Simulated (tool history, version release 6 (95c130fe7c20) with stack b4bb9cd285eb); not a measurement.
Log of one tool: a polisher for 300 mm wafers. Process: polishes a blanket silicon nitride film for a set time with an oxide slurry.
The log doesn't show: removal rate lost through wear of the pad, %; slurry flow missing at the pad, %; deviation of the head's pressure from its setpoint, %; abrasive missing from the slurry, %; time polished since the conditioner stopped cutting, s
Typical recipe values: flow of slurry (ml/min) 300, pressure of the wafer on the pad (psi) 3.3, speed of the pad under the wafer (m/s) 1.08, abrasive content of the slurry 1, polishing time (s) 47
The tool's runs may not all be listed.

run	hour	flow of slurry (ml/min)	pressure of the wafer on the pad (psi)	speed of the pad under the wafer (m/s)	abrasive content of the slurry	polishing time (s)	wafers since the last listed run	wafers polished on this pad	hours since the slurry nozzle was cleaned	hours since the head pressure was calibrated	hours since the slurry blender was calibrated	hours since the conditioning disc was replaced	incoming thickness of the incoming film, nm	film removed (angstrom)
1	0	300	3.3	1.08	1	47	0	1124	458.6	877	113.9	89.4	539.1	257
2	15.6	300	3.3	1.08	1	47	188	1312	474.2	892.6	129.5	105	528.7	257
# hour 28: worn pad replaced by a new one
3	28.5	300	3.3	1.08	1	47	107	5	487.1	905.5	142.4	117.9	540.6	260
4	32.7	300	3.3	1.08	1	47	50	56	491.3	909.7	146.6	122.1	542.9	257
5	46.6	325	3.3	0.8	1	47	167	223	505.2	923.6	160.5	136	545.2	212
# hour 53.2: head pressure recalibrated
6	60.7	325	3.3	0.8	1	47	145	369	519.3	7.5	174.6	150.1	547.8	230
7	77.3	325	3.3	0.8	1	47	200	569	535.9	24.1	191.2	166.7	541.1	227
# hour 80.8: slurry nozzle cleaned
# hour 83.1: conditioning disc replaced and pad reconditioned
8	90.2	300	3.3	1.08	1	47	119	689	9.4	37	204.1	7.1	542.9	273
9	99.1	300	3.3	1.08	1	47	107	796	18.3	45.9	213	16	545.5	271
10	105.6	300	3.3	1.08	1	47	78	874	24.8	52.4	219.5	22.5	544.3	272
11	115.4	300	3.3	1.08	1	47	118	993	34.6	62.2	229.3	32.3	539.6	271
# hour 131.3: worn pad replaced by a new one
12	131.8	300	2.3	1.08	1	47	149	5	51	78.6	245.7	48.7	538.3	188
13	144.7	300	3.3	1.08	1	34	155	161	63.9	91.5	258.6	61.6	551.4	196
# hour 148.1: slurry blender recalibrated
14	166.3	365	2.7	1.18	0.85	47	236	397	85.5	113.1	18.2	83.2	531.3	205
15	182.6	370	3.7	1.08	1	47	196	594	101.8	129.4	34.5	99.5	545.5	304
16	188.8	300	3.3	0.88	1	47	74	669	108	135.6	40.7	105.7	547.2	235
17	205.4	300	3.3	1.3	1	40	200	869	124.6	152.2	57.3	122.3	531.7	259
18	217.2	300	3.3	1.08	1	47	142	1011	136.4	164	69.1	134.1	540.5	268
19	230	345	3.3	0.9	0.85	47	154	1165	149.2	176.8	81.9	146.9	541.7	208
# hour 244.4: conditioning disc replaced and pad reconditioned
20	246.5	300	3.3	1.08	1	47	174	1340	165.7	193.3	98.4	2.1	539.5	266
# hour 253.5: worn pad replaced by a new one
21	263.2	380	3.3	1.08	1	47	153	117	182.4	210	115.1	18.8	545.4	270
22	272.3	300	2.1	1.22	1	47	109	226	191.5	219.1	124.2	27.9	537.5	183
23	284.8	300	3.3	1.08	1	47	150	377	204	231.6	136.7	40.4	539.3	266
24	300.2	350	3.6	1.08	0.85	47	185	563	219.4	247	152.1	55.8	528.4	254
25	311.3	300	3.3	1.22	1.2	60	133	697	230.5	258.1	163.2	66.9	542.6	413

Hidden state at the last listed run before each entry between runs and at the first one after, where it differs:
From run 2 to run 3: worn pad replaced by a new one (hour 28)
  deviation of the head's pressure from its setpoint, %: -6.14 -> -6.15
  measured value less the no-hidden-state value, film removed (angstrom): -17 -> -17
From run 5 to run 6: head pressure recalibrated (hour 53.2)
  deviation of the head's pressure from its setpoint, %: -6.17 -> 0.547
  measured value less the no-hidden-state value, film removed (angstrom): -14 -> +1
From run 7 to run 8: slurry nozzle cleaned (hour 80.8); conditioning disc replaced and pad reconditioned (hour 83.1)
  deviation of the head's pressure from its setpoint, %: 0.19 -> -0.0745
  measured value less the no-hidden-state value, film removed (angstrom): +0 -> +0
From run 11 to run 12: worn pad replaced by a new one (hour 131.3)
  deviation of the head's pressure from its setpoint, %: -0.558 -> -0.852
  measured value less the no-hidden-state value, film removed (angstrom): -2 -> -2
From run 13 to run 14: slurry blender recalibrated (hour 148.1)
  deviation of the head's pressure from its setpoint, %: -1.07 -> -1.42
  measured value less the no-hidden-state value, film removed (angstrom): -2 -> -3
From run 19 to run 20: conditioning disc replaced and pad reconditioned (hour 244.4)
  deviation of the head's pressure from its setpoint, %: -2.31 -> -2.51
  measured value less the no-hidden-state value, film removed (angstrom): -5 -> -7
From run 20 to run 21: worn pad replaced by a new one (hour 253.5)
  deviation of the head's pressure from its setpoint, %: -2.51 -> -2.7
  measured value less the no-hidden-state value, film removed (angstrom): -7 -> -7

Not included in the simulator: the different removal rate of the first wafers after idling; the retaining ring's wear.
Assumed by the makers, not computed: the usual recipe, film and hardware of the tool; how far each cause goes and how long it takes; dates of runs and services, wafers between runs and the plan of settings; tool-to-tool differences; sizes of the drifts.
